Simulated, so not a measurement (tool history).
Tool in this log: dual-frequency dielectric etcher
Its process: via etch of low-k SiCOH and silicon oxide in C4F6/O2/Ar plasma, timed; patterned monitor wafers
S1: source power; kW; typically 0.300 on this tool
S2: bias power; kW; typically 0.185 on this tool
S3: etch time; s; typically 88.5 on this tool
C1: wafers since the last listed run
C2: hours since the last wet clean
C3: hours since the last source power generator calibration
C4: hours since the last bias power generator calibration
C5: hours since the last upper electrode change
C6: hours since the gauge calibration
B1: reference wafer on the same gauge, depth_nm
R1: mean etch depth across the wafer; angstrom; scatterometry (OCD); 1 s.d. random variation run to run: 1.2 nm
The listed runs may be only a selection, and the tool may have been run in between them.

run	hour	S1	S2	S3	C1	C2	C3	C4	C5	C6	B1	R1
1	0.0	0.300	0.185	88.5	0	54.9	2854.1	1584.6	1537.6	1761.5	214.2	2198
2	54.3	0.300	0.185	88.5	489	109.2	2908.4	1638.9	1591.9	1815.8	214.0	2183
3	114.6	0.300	0.198	88.5	543	169.5	2968.7	1699.2	1652.2	1876.1	213.8	2256
4	146.5	0.300	0.198	88.5	287	201.4	3000.6	1731.1	1684.1	1908.0	214.1	2223
# hour 171.9: wet clean of the chamber, repeated, since the last time left the tool worse
5	204.1	0.300	0.185	88.5	303	32.2	3058.2	1788.7	1741.7	1965.6	214.1	2313
6	236.4	0.300	0.185	88.5	291	64.5	3090.5	1821.0	1774.0	1997.9	214.1	2309
7	294.4	0.300	0.185	88.5	523	122.5	3148.5	1879.0	1832.0	2055.9	213.9	2305
# hour 353.8: source power generator calibrated
8	364.9	0.300	0.185	88.5	599	193.0	11.1	1949.5	1902.5	2126.4	214.0	2266
# hour 386.5: gauge calibrated
9	507.0	0.300	0.213	88.5	1281	335.1	153.2	2091.6	2044.6	120.5	214.0	2399
10	542.2	0.300	0.213	88.5	317	370.3	188.4	2126.8	2079.8	155.7	213.9	2380
# hour 586.9: wet clean of the chamber
11	590.3	0.300	0.185	88.5	217	3.4	236.5	2174.9	2127.9	203.8	214.1	2296
12	643.0	0.300	0.213	88.5	475	56.1	289.2	2227.6	2180.6	256.5	214.1	2478
13	677.3	0.300	0.185	88.5	309	90.4	323.5	2261.9	2214.9	290.8	213.8	2318
14	711.0	0.250	0.163	88.5	304	124.1	357.2	2295.6	2248.6	324.5	214.1	2043
# hour 720.8: bias power generator calibrated
15	747.9	0.300	0.185	88.5	296	161.0	394.1	27.1	2285.5	361.4	214.2	2290
16	781.3	0.380	0.164	88.5	301	194.4	427.5	60.5	2318.9	394.8	213.9	2356
# hour 809.9: upper electrode replaced
17	818.8	0.300	0.185	88.5	121	231.9	465.0	98.0	8.9	432.3	213.8	2291
# hour 959.3: wet clean of the chamber
18	959.8	0.300	0.220	71.0	1055	0.5	606.0	239.0	149.9	573.3	214.1	2033
19	999.8	0.300	0.185	88.5	360	40.5	646.0	279.0	189.9	613.3	214.0	2309
20	1066.2	0.340	0.211	81.5	599	106.9	712.4	345.4	256.3	679.7	213.9	2366
21	1101.7	0.340	0.167	79.0	320	142.4	747.9	380.9	291.8	715.2	214.1	2046
22	1164.8	0.300	0.185	88.5	569	205.5	811.0	444.0	354.9	778.3	214.0	2283
23	1197.3	0.300	0.185	88.5	293	238.0	843.5	476.5	387.4	810.8	213.9	2258
24	1264.5	0.260	0.185	88.5	606	305.2	910.7	543.7	454.6	878.0	213.8	2151
25	1297.9	0.360	0.185	78.5	301	338.6	944.1	577.1	488.0	911.4	214.0	2141
26	1352.4	0.300	0.142	88.5	491	393.1	998.6	631.6	542.5	965.9	214.0	2011
# hour 1380.0: wet clean of the chamber
27	1415.4	0.300	0.210	88.5	351	35.4	1061.6	694.6	605.5	1028.9	214.0	2452
28	1457.4	0.360	0.207	75.5	378	77.4	1103.6	736.6	647.5	1070.9	214.1	2208

Branching from run 28: 5 alternative next runs. What would each branch give?
A	1457.8	0.300	0.185	99.0	3	77.8	1104.0	737.0	647.9	1071.3	?	?
B	1457.8	0.240	0.153	62.5	3	77.8	1104.0	737.0	647.9	1071.3	?	?
C	1457.8	0.270	0.159	88.5	3	77.8	1104.0	737.0	647.9	1071.3	?	?
D	1457.8	0.240	0.224	65.0	3	77.8	1104.0	737.0	647.9	1071.3	?	?
E	1457.8	0.300	0.151	88.5	3	77.8	1104.0	737.0	647.9	1071.3	?	?

run	B1	R1
A	213.8	2589
B	213.8	1395
C	213.8	2089
D	213.8	1724
E	213.8	2113
What these runs would have given with no unlogged condition in the tool:
run	R1
A	2602
B	1402
C	2099
D	1732
E	2123
